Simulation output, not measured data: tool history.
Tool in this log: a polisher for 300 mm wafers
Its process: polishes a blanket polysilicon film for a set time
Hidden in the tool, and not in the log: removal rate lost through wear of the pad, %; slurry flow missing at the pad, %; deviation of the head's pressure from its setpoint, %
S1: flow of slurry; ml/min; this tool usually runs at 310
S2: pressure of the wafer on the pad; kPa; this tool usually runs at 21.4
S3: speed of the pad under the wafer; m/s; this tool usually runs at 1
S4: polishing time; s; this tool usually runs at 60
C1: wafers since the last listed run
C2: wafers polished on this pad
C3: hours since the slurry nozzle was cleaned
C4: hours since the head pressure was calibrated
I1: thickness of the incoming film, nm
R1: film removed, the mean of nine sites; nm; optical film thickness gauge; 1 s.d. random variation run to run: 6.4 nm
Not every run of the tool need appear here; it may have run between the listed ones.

Run 1, hour 0: usual settings; C1 0; C2 3558; C3 531.5; C4 617.7; I1 1589.3. Result: R1 522 nm.
Run 2, hour 47.1: usual settings; C1 604; C2 4162; C3 578.6; C4 664.8; I1 1576.7. Result: R1 523.7 nm.
At hour 96.1: slurry nozzle cleaned.
Run 3, hour 97.6: usual settings; C1 635; C2 4797; C3 1.5; C4 715.3; I1 1571.9. Result: R1 528.8 nm.
Run 4, hour 163.8: usual settings; C1 849; C2 5646; C3 67.7; C4 781.5; I1 1541.2. Result: R1 528.4 nm.
At hour 176.9: worn pad replaced by a new one.
Run 5, hour 262.6: usual settings; C1 1216; C2 1100; C3 166.5; C4 880.3; I1 1570.6. Result: R1 520.9 nm.
Run 6, hour 317.6: usual settings; C1 705; C2 1805; C3 221.5; C4 935.3; I1 1531.3. Result: R1 514.8 nm.
Run 7, hour 381.2: usual settings; C1 815; C2 2621; C3 285.1; C4 998.9; I1 1579.2. Result: R1 505.8 nm.
At hour 452.3: head pressure recalibrated.
Run 8, hour 569.6: usual settings; C1 2391; C2 5012; C3 473.5; C4 117.3; I1 1562. Result: R1 478.9 nm.
Run 9, hour 606.1: usual settings; C1 468; C2 5481; C3 510; C4 153.8; I1 1585. Result: R1 475.1 nm.
At hour 652.2: worn pad replaced by a new one.
Run 10, hour 654.2: usual settings; C1 565; C2 26; C3 558.1; C4 201.9; I1 1559.7. Result: R1 477.3 nm.
At hour 772.7: slurry nozzle cleaned.
Run 11, hour 826.5: usual settings but S4 43 s; C1 2197; C2 2223; C3 53.8; C4 374.2; I1 1544.4. Result: R1 338.7 nm.
Run 12, hour 873: usual settings but S4 43 s; C1 596; C2 2820; C3 100.3; C4 420.7; I1 1566.1. Result: R1 343.2 nm.
At hour 933.2: head pressure recalibrated, repeated, since the last time left the tool worse.
Run 13, hour 933.7: usual settings but S4 43 s; C1 753; C2 3573; C3 161; C4 0.5; I1 1584.8. Result: R1 394.6 nm.
Run 14, hour 981.1: usual settings but S4 51 s; C1 608; C2 4181; C3 208.4; C4 47.9; I1 1532.9. Result: R1 457.8 nm.
Run 15, hour 1023.9: usual settings but S2 17.2 kPa; C1 549; C2 4730; C3 251.2; C4 90.7; I1 1573.4. Result: R1 469.6 nm.
Run 16, hour 1088.3: usual settings but S2 17.2 kPa; C1 826; C2 5556; C3 315.6; C4 155.1; I1 1548.6. Result: R1 443.7 nm.
At hour 1125: worn pad replaced by a new one.
Run 17, hour 1147.3: usual settings but S1 390 ml/min; C1 705; C2 286; C3 374.6; C4 214.1; I1 1525.3. Result: R1 552.7 nm.
Run 18, hour 1225.8: usual settings but S1 370 ml/min; C1 1007; C2 1293; C3 453.1; C4 292.6; I1 1556.6. Result: R1 550.1 nm.
Run 19, hour 1271.5: usual settings but S2 13.8 kPa, S3 1.16 m/s; C1 586; C2 1880; C3 498.8; C4 338.3; I1 1566.3. Result: R1 434.9 nm.
Run 20, hour 1310: usual settings; C1 493; C2 2374; C3 537.3; C4 376.8; I1 1565.7. Result: R1 549.1 nm.
Run 21, hour 1355.5: usual settings but S4 43 s; C1 583; C2 2957; C3 582.8; C4 422.3; I1 1584. Result: R1 388.1 nm.
At hour 1395.3: slurry nozzle cleaned.
Run 22, hour 1421.9: usual settings; C1 839; C2 3796; C3 26.6; C4 488.7; I1 1566.1. Result: R1 542.6 nm.
Run 23, hour 1455: usual settings; C1 424; C2 4221; C3 59.7; C4 521.8; I1 1569.4. Result: R1 532.9 nm.
Run 24, hour 1509.7: usual settings but S3 0.9 m/s; C1 701; C2 4923; C3 114.4; C4 576.5; I1 1558.8. Result: R1 477.8 nm.
Run 25, hour 1581: usual settings but S3 0.86 m/s; C1 914; C2 5837; C3 185.7; C4 647.8; I1 1548. Result: R1 455.5 nm.
At hour 1589.5: worn pad replaced by a new one.
Run 26, hour 1640: usual settings but S1 280 ml/min, S3 0.82 m/s, S4 81 s; C1 705; C2 647; C3 244.7; C4 706.8; I1 1587.6. Result: R1 586.4 nm.
Run 27, hour 1676.4: usual settings; C1 466; C2 1114; C3 281.1; C4 743.2; I1 1576.1. Result: R1 521.1 nm.
Run 28, hour 1730.1: usual settings but S2 26.2 kPa, S3 0.76 m/s; C1 688; C2 1803; C3 334.8; C4 796.9; I1 1570.1. Result: R1 489 nm.
Run 29, hour 1759.1: usual settings but S1 255 ml/min, S2 16.5 kPa, S3 0.74 m/s, S4 74 s; C1 372; C2 2175; C3 363.8; C4 825.9; I1 1580.4. Result: R1 383 nm.
Run 30, hour 1825.5: usual settings; C1 851; C2 3027; C3 430.2; C4 892.3; I1 1543.9. Result: R1 523.5 nm.
Run 31, hour 1853.4: usual settings but S1 350 ml/min, S4 51 s; C1 357; C2 3385; C3 458.1; C4 920.2; I1 1558.5. Result: R1 450.9 nm.
Run 32, hour 1916: usual settings but S1 200 ml/min, S2 15.9 kPa, S3 0.78 m/s; C1 803; C2 4188; C3 520.7; C4 982.8; I1 1557.6. Result: R1 305.5 nm.
Run 33, hour 1969.4: usual settings but S1 360 ml/min, S2 28.3 kPa, S3 1.24 m/s, S4 45 s; C1 685; C2 4873; C3 574.1; C4 1036.2; I1 1541.6. Result: R1 619.2 nm.
At hour 1981.3: slurry nozzle cleaned.
At hour 2023.4: worn pad replaced by a new one.
Run 34, hour 2040.1: usual settings but S1 235 ml/min, S3 0.74 m/s; C1 842; C2 214; C3 58.8; C4 1106.9; I1 1580.6. Result: R1 367.9 nm.
At hour 2104.9: head pressure recalibrated.
Run 35, hour 2109.1: usual settings but S3 0.78 m/s; C1 859; C2 1073; C3 127.8; C4 4.2; I1 1555.1. Result: R1 414.1 nm.
Run 36, hour 2138.3: usual settings but S2 16.5 kPa, S3 1.24 m/s; C1 374; C2 1448; C3 157; C4 33.4; I1 1527. Result: R1 544.8 nm.

Run 37 comes next. What will it give?
Run 37, hour 2169.5: usual settings but S1 375 ml/min, S3 1.14 m/s; C1 400; C2 1848; C3 188.2; C4 64.6; I1 1577. Result: R1 ?.

R1: 620.2 nm
The same run, on a tool lacking any hidden state, would have yielded R1 623.7 nm.

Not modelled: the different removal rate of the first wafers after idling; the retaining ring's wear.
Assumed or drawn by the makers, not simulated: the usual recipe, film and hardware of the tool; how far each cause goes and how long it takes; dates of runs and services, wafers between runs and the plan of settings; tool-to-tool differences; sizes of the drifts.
